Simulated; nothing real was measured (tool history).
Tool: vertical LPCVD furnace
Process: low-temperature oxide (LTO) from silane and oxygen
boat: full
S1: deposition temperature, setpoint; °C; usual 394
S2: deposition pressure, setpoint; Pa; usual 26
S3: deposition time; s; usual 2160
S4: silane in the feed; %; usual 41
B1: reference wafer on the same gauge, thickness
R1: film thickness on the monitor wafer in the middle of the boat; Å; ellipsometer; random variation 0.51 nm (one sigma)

{"run": 1, "hour": 0.0, "S1": 385, "S2": 26, "S3": 2160, "S4": 41, "B1": 315.04, "R1": 2837.6}
{"run": 2, "hour": 16.4, "S1": 385, "S2": 26, "S3": 2160, "S4": 41, "B1": 314.89, "R1": 2847}
{"run": 3, "hour": 25.9, "S1": 385, "S2": 26, "S3": 2160, "S4": 41, "B1": 314.92, "R1": 2847.2}
{"run": 4, "hour": 36.5, "S1": 394, "S2": 26, "S3": 2160, "S4": 41, "B1": 315.11, "R1": 3144.4}
{"run": 5, "hour": 52.8, "S1": 394, "S2": 26, "S3": 2160, "S4": 41, "B1": 314.99, "R1": 3142.5}
{"run": 6, "hour": 59.6, "S1": 394, "S2": 26, "S3": 2580, "S4": 41, "B1": 314.8, "R1": 3761.4}
{"hour": 113.9, "done": "pressure gauge zeroed"}
{"run": 7, "hour": 114.4, "S1": 394, "S2": 26, "S3": 2580, "S4": 41, "B1": 315.03, "R1": 3758.9}
{"hour": 118.2, "done": "gauge calibrated"}
{"run": 8, "hour": 119.7, "S1": 394, "S2": 26, "S3": 2580, "S4": 41, "B1": 315.09, "R1": 3762.8}
{"run": 9, "hour": 127.0, "S1": 394, "S2": 26, "S3": 2160, "S4": 41, "B1": 315.24, "R1": 3155.6}
{"run": 10, "hour": 144.3, "S1": 394, "S2": 26, "S3": 2160, "S4": 41, "B1": 315.01, "R1": 3146.1}
{"run": 11, "hour": 154.8, "S1": 394, "S2": 26, "S3": 2160, "S4": 41, "B1": 315.28, "R1": 3149.8}
{"run": 12, "hour": 166.4, "S1": 394, "S2": 26, "S3": 2160, "S4": 41, "B1": 314.86, "R1": 3145.9}
{"hour": 195.6, "done": "thermocouples replaced and temperature profile calibrated"}
{"run": 13, "hour": 196.1, "S1": 394, "S2": 26, "S3": 2160, "S4": 41, "B1": 315.12, "R1": 3217.6}
{"run": 14, "hour": 199.7, "S1": 383, "S2": 24, "S3": 1680, "S4": 38, "B1": 314.79, "R1": 1860.7}
{"run": 15, "hour": 203.2, "S1": 403, "S2": 24, "S3": 1470, "S4": 46, "B1": 314.92, "R1": 2516}
{"run": 16, "hour": 207.9, "S1": 394, "S2": 26, "S3": 2970, "S4": 47, "B1": 314.69, "R1": 5107.1}
{"hour": 234.8, "done": "silane flow controller replaced"}
{"run": 17, "hour": 235.3, "S1": 391, "S2": 26, "S3": 1740, "S4": 41, "B1": 314.82, "R1": 2507.5}
{"run": 18, "hour": 238.9, "S1": 390, "S2": 24, "S3": 2520, "S4": 41, "B1": 314.95, "R1": 3316.9}
{"run": 19, "hour": 244.4, "S1": 387, "S2": 26, "S3": 2160, "S4": 38, "B1": 314.67, "R1": 2711.8}
{"run": 20, "hour": 256.7, "S1": 394, "S2": 26, "S3": 2160, "S4": 41, "B1": 314.95, "R1": 3218.8}
{"hour": 281.7, "done": "thermocouples replaced and temperature profile calibrated, repeated, since the last time left the tool worse"}
{"run": 21, "hour": 282.2, "S1": 394, "S2": 26, "S3": 2160, "S4": 47, "B1": 315.01, "R1": 3544.6}
{"hour": 290.0, "done": "gauge calibrated"}
{"run": 22, "hour": 290.7, "S1": 394, "S2": 26, "S3": 2160, "S4": 47, "B1": 315.2, "R1": 3543.5}
{"run": 23, "hour": 301.3, "S1": 401, "S2": 31.3, "S3": 2490, "S4": 44, "B1": 314.88, "R1": 4952.7}
{"run": 24, "hour": 329.0, "S1": 382, "S2": 32, "S3": 2160, "S4": 38, "B1": 315.08, "R1": 2972.8}
{"run": 25, "hour": 342.8, "S1": 384, "S2": 26, "S3": 2160, "S4": 41, "B1": 314.91, "R1": 2733.1}
{"run": 26, "hour": 359.9, "S1": 394, "S2": 26, "S3": 2160, "S4": 41, "B1": 315.1, "R1": 3073.1}
{"run": 27, "hour": 376.8, "S1": 394, "S2": 26, "S3": 2160, "S4": 41, "B1": 315.1, "R1": 3074}

Forecast each of these 4 alternatives for the next run:
{"run": "A", "hour": 380.5, "S1": 394, "S2": 26, "S3": 2160, "S4": 41, "B1": "?", "R1": "?"}
{"run": "B", "hour": 380.5, "S1": 394, "S2": 32, "S3": 2670, "S4": 35, "B1": "?", "R1": "?"}
{"run": "C", "hour": 380.5, "S1": 385, "S2": 28, "S3": 2880, "S4": 44, "B1": "?", "R1": "?"}
{"run": "D", "hour": 380.5, "S1": 394, "S2": 26, "S3": 2820, "S4": 41, "B1": "?", "R1": "?"}

run=A B1=315.09 R1=3072.3
run=B B1=315.09 R1=3823.3
run=C B1=315.09 R1=4322.8
run=D B1=315.09 R1=4011.1
Without the tool's hidden state the same runs would have given:
run=A R1=3053.1
run=B R1=3798.2
run=C R1=4295.4
run=D R1=3986

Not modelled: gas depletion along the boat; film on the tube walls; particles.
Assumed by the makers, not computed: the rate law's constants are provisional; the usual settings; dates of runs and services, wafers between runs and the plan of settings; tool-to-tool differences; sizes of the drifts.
